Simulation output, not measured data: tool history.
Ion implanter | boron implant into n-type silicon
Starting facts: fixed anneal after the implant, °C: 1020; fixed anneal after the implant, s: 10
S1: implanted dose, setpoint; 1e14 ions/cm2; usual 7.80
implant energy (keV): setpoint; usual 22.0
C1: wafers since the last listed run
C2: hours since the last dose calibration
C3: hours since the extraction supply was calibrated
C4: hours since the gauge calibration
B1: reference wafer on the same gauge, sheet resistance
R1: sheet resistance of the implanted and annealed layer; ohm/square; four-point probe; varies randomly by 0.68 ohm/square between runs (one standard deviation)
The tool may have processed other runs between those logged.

Run 1, hour 0.0: usual settings but implant energy (keV) 20.0; C1 0; C2 1403.2; C3 6253.0; C4 762.7; B1 157.15. Result: R1 147.08 ohm/square.
Run 2, hour 102.5: usual settings but implant energy (keV) 20.0; C1 2982; C2 1505.7; C3 6355.5; C4 865.2; B1 156.88. Result: R1 146.39 ohm/square.
Run 3, hour 155.5: usual settings but implant energy (keV) 20.0; C1 1542; C2 1558.7; C3 6408.5; C4 918.2; B1 156.92. Result: R1 146.62 ohm/square.
Run 4, hour 195.8: usual settings but S1 6.80 1e14 ions/cm2; C1 1172; C2 1599.0; C3 6448.8; C4 958.5; B1 156.89. Result: R1 164.97 ohm/square.
Run 5, hour 241.9: usual settings but S1 6.80 1e14 ions/cm2; C1 1341; C2 1645.1; C3 6494.9; C4 1004.6; B1 157.05. Result: R1 163.24 ohm/square.
At hour 245.5: gauge calibrated.
Run 6, hour 305.6: usual settings but S1 6.80 1e14 ions/cm2; C1 1853; C2 1708.8; C3 6558.6; C4 60.1; B1 157.45. Result: R1 164.02 ohm/square.
Run 7, hour 376.3: usual settings; C1 2057; C2 1779.5; C3 6629.3; C4 130.8; B1 156.85. Result: R1 143.83 ohm/square.
Run 8, hour 416.1: usual settings; C1 1158; C2 1819.3; C3 6669.1; C4 170.6; B1 157.11. Result: R1 144.49 ohm/square.
Run 9, hour 509.2: usual settings; C1 2708; C2 1912.4; C3 6762.2; C4 263.7; B1 156.90. Result: R1 143.14 ohm/square.
Run 10, hour 575.9: usual settings; C1 1940; C2 1979.1; C3 6828.9; C4 330.4; B1 156.91. Result: R1 143.87 ohm/square.
Run 11, hour 631.2: usual settings; C1 1609; C2 2034.4; C3 6884.2; C4 385.7; B1 156.98. Result: R1 144.65 ohm/square.
At hour 641.1: Faraday cup replaced and dose calibrated.
At hour 665.0: extraction supply calibrated.
Run 12, hour 690.6: usual settings but S1 8.83 1e14 ions/cm2, implant energy (keV) 20.0; C1 1262; C2 49.5; C3 25.6; C4 445.1; B1 156.78. Result: R1 134.47 ohm/square.
Run 13, hour 751.1: usual settings but S1 5.67 1e14 ions/cm2, implant energy (keV) 17.0; C1 1760; C2 110.0; C3 86.1; C4 505.6; B1 156.98. Result: R1 201.35 ohm/square.
Run 14, hour 804.2: usual settings; C1 1545; C2 163.1; C3 139.2; C4 558.7; B1 156.85. Result: R1 149.47 ohm/square.
Run 15, hour 859.5: usual settings; C1 1609; C2 218.4; C3 194.5; C4 614.0; B1 157.15. Result: R1 147.96 ohm/square.
Run 16, hour 901.8: usual settings but implant energy (keV) 28.0; C1 1230; C2 260.7; C3 236.8; C4 656.3; B1 156.80. Result: R1 144.97 ohm/square.
Run 17, hour 975.7: usual settings; C1 2150; C2 334.6; C3 310.7; C4 730.2; B1 157.13. Result: R1 147.78 ohm/square.
Run 18, hour 1045.1: usual settings but S1 9.35 1e14 ions/cm2; C1 2019; C2 404.0; C3 380.1; C4 799.6; B1 157.07. Result: R1 126.83 ohm/square.
At hour 1052.6: gauge calibrated.
Run 19, hour 1117.7: usual settings; C1 2112; C2 476.6; C3 452.7; C4 65.1; B1 157.06. Result: R1 148.85 ohm/square.
Run 20, hour 1174.6: usual settings but implant energy (keV) 25.0; C1 1655; C2 533.5; C3 509.6; C4 122.0; B1 157.11. Result: R1 146.95 ohm/square.
Run 21, hour 1250.4: usual settings but S1 8.39 1e14 ions/cm2, implant energy (keV) 19.0; C1 2205; C2 609.3; C3 585.4; C4 197.8; B1 157.22. Result: R1 140.23 ohm/square.
Run 22, hour 1339.4: usual settings but S1 8.63 1e14 ions/cm2; C1 2589; C2 698.3; C3 674.4; C4 286.8; B1 156.93. Result: R1 135.45 ohm/square.
Run 23, hour 1379.6: usual settings but S1 9.25 1e14 ions/cm2, implant energy (keV) 27.0; C1 1169; C2 738.5; C3 714.6; C4 327.0; B1 157.03. Result: R1 125.80 ohm/square.

Here are 3 independent what-if runs from the current tool condition. What would each one return?
Run A, hour 1380.0: usual settings; C1 11; C2 738.9; C3 715.0; C4 327.4; B1 ?. Result: R1 ?.
Run B, hour 1380.0: usual settings but S1 9.07 1e14 ions/cm2, implant energy (keV) 16.5; C1 11; C2 738.9; C3 715.0; C4 327.4; B1 ?. Result: R1 ?.
Run C, hour 1380.0: usual settings but S1 7.07 1e14 ions/cm2, implant energy (keV) 16.5; C1 11; C2 738.9; C3 715.0; C4 327.4; B1 ?. Result: R1 ?.

run      B1      R1
  A  156.96  147.69
  B  156.96  133.58
  C  156.96  165.23
Stripped of hidden state, with their random variation kept, the same runs would have yielded:
run      R1
  A  150.38
  B  135.91
  C  168.24
